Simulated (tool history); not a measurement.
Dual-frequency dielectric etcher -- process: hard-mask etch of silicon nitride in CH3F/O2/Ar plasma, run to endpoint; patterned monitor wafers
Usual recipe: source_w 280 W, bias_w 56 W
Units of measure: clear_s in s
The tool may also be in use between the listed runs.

| run | hour | source_w | bias_w | wafers since the last listed run | hours since the last wet clean | hours since the last source power generator calibration | hours since the last bias power generator calibration | hours since the last upper electrode change | incoming incoming film thickness, nm | clear_s |
|---|---|---|---|---|---|---|---|---|---|---|
| 1 | 0.0 | 280 | 56 | 0 | 575.8 | 3192.5 | 1697.1 | 3759.7 | 49.8 | 80.5 |
| 2 | 29.7 | 280 | 56 | 217 | 605.5 | 3222.2 | 1726.8 | 3789.4 | 50.4 | 82.2 |
|  | 57.9 | wet clean of the chamber |
| 3 | 65.5 | 280 | 56 | 86 | 7.6 | 3258.0 | 1762.6 | 3825.2 | 50.2 | 87.3 |
|  | 93.8 | upper electrode replaced |
| 4 | 94.3 | 280 | 56 | 35 | 36.4 | 3286.8 | 1791.4 | 0.5 | 50.3 | 86.5 |
| 5 | 104.5 | 300 | 56 | 74 | 46.6 | 3297.0 | 1801.6 | 10.7 | 50.3 | 84.5 |
| 6 | 191.7 | 260 | 48 | 639 | 133.8 | 3384.2 | 1888.8 | 97.9 | 50.0 | 91.7 |
| 7 | 226.9 | 280 | 56 | 258 | 169.0 | 3419.4 | 1924.0 | 133.1 | 50.8 | 86.3 |
| 8 | 262.5 | 280 | 56 | 261 | 204.6 | 3455.0 | 1959.6 | 168.7 | 50.9 | 85.9 |
| 9 | 306.9 | 260 | 56 | 325 | 249.0 | 3499.4 | 2004.0 | 213.1 | 51.0 | 87.3 |
| 10 | 323.2 | 260 | 56 | 119 | 265.3 | 3515.7 | 2020.3 | 229.4 | 49.9 | 85.2 |
| 11 | 355.1 | 260 | 56 | 234 | 297.2 | 3547.6 | 2052.2 | 261.3 | 50.7 | 86.6 |
| 12 | 380.3 | 280 | 60 | 184 | 322.4 | 3572.8 | 2077.4 | 286.5 | 50.4 | 82.2 |
| 13 | 394.9 | 330 | 45 | 107 | 337.0 | 3587.4 | 2092.0 | 301.1 | 51.1 | 87.2 |
|  | 417.0 | source power generator calibrated |
| 14 | 422.5 | 260 | 68 | 173 | 364.6 | 5.5 | 2119.6 | 328.7 | 50.5 | 80.1 |
| 15 | 453.1 | 310 | 47 | 224 | 395.2 | 36.1 | 2150.2 | 359.3 | 50.2 | 85.3 |
| 16 | 470.1 | 280 | 56 | 124 | 412.2 | 53.1 | 2167.2 | 376.3 | 50.2 | 83.9 |
|  | 504.0 | bias power generator calibrated |
| 17 | 504.5 | 280 | 56 | 223 | 446.6 | 87.5 | 0.5 | 410.7 | 50.2 | 83.6 |
| 18 | 516.7 | 210 | 70 | 89 | 458.8 | 99.7 | 12.7 | 422.9 | 50.6 | 83.7 |
| 19 | 532.2 | 260 | 51 | 113 | 474.3 | 115.2 | 28.2 | 438.4 | 50.7 | 88.4 |
| 20 | 617.4 | 250 | 49 | 625 | 559.5 | 200.4 | 113.4 | 523.6 | 50.0 | 88.1 |
| 21 | 631.8 | 250 | 63 | 105 | 573.9 | 214.8 | 127.8 | 538.0 | 50.7 | 82.0 |
|  | 678.9 | wet clean of the chamber |
| 22 | 679.4 | 280 | 66 | 173 | 0.5 | 262.4 | 175.4 | 585.6 | 50.9 | 81.9 |
| 23 | 679.8 | 250 | 56 | 2 | 0.9 | 262.8 | 175.8 | 586.0 | 50.8 | 89.8 |
| 24 | 695.0 | 280 | 56 | 111 | 16.1 | 278.0 | 191.0 | 601.2 | 50.2 | 85.8 |
| 25 | 709.0 | 340 | 45 | 102 | 30.1 | 292.0 | 205.0 | 615.2 | 50.5 | 87.6 |
| 26 | 733.4 | 320 | 56 | 179 | 54.5 | 316.4 | 229.4 | 639.6 | 50.0 | 81.7 |
| 27 | 753.8 | 280 | 56 | 149 | 74.9 | 336.8 | 249.8 | 660.0 | 50.7 | 86.7 |
| 28 | 766.8 | 260 | 56 | 95 | 87.9 | 349.8 | 262.8 | 673.0 | 50.5 | 87.7 |
| 29 | 797.7 | 330 | 63 | 226 | 118.8 | 380.7 | 293.7 | 703.9 | 50.2 | 78.1 |
| 30 | 813.5 | 280 | 69 | 115 | 134.6 | 396.5 | 309.5 | 719.7 | 50.4 | 79.8 |
| 31 | 844.3 | 280 | 56 | 226 | 165.4 | 427.3 | 340.3 | 750.5 | 50.6 | 86.2 |
| 32 | 879.0 | 280 | 56 | 254 | 200.1 | 462.0 | 375.0 | 785.2 | 50.6 | 84.8 |
| 33 | 909.4 | 260 | 62 | 223 | 230.5 | 492.4 | 405.4 | 815.6 | 50.3 | 82.4 |
| 34 | 941.3 | 280 | 56 | 234 | 262.4 | 524.3 | 437.3 | 847.5 | 50.4 | 84.2 |
| 35 | 959.2 | 230 | 68 | 131 | 280.3 | 542.2 | 455.2 | 865.4 | 50.5 | 83.3 |
| 36 | 979.9 | 280 | 56 | 151 | 301.0 | 562.9 | 475.9 | 886.1 | 50.7 | 84.8 |

For each run, what was the tool's unlogged condition?
source power that arrives over what is set, %: 0, the same for each run
bias power that arrives over what is set, %: 0, the same for each run
H1: etch rate over this chamber's usual, %
| run | H1 |
|---|---|
| 1 | 5.42 |
| 2 | 5.69 |
| 3 | -0.32 |
| 4 | -0.0541 |
| 5 | 0.04 |
| 6 | 0.845 |
| 7 | 1.17 |
| 8 | 1.5 |
| 9 | 1.91 |
| 10 | 2.06 |
| 11 | 2.35 |
| 12 | 2.58 |
| 13 | 2.72 |
| 14 | 2.97 |
| 15 | 3.26 |
| 16 | 3.41 |
| 17 | 3.73 |
| 18 | 3.84 |
| 19 | 3.99 |
| 20 | 4.77 |
| 21 | 4.9 |
| 22 | -0.138 |
| 23 | -0.134 |
| 24 | 0.00605 |
| 25 | 0.135 |
| 26 | 0.36 |
| 27 | 0.549 |
| 28 | 0.668 |
| 29 | 0.954 |
| 30 | 1.1 |
| 31 | 1.38 |
| 32 | 1.7 |
| 33 | 1.98 |
| 34 | 2.28 |
| 35 | 2.44 |
| 36 | 2.63 |

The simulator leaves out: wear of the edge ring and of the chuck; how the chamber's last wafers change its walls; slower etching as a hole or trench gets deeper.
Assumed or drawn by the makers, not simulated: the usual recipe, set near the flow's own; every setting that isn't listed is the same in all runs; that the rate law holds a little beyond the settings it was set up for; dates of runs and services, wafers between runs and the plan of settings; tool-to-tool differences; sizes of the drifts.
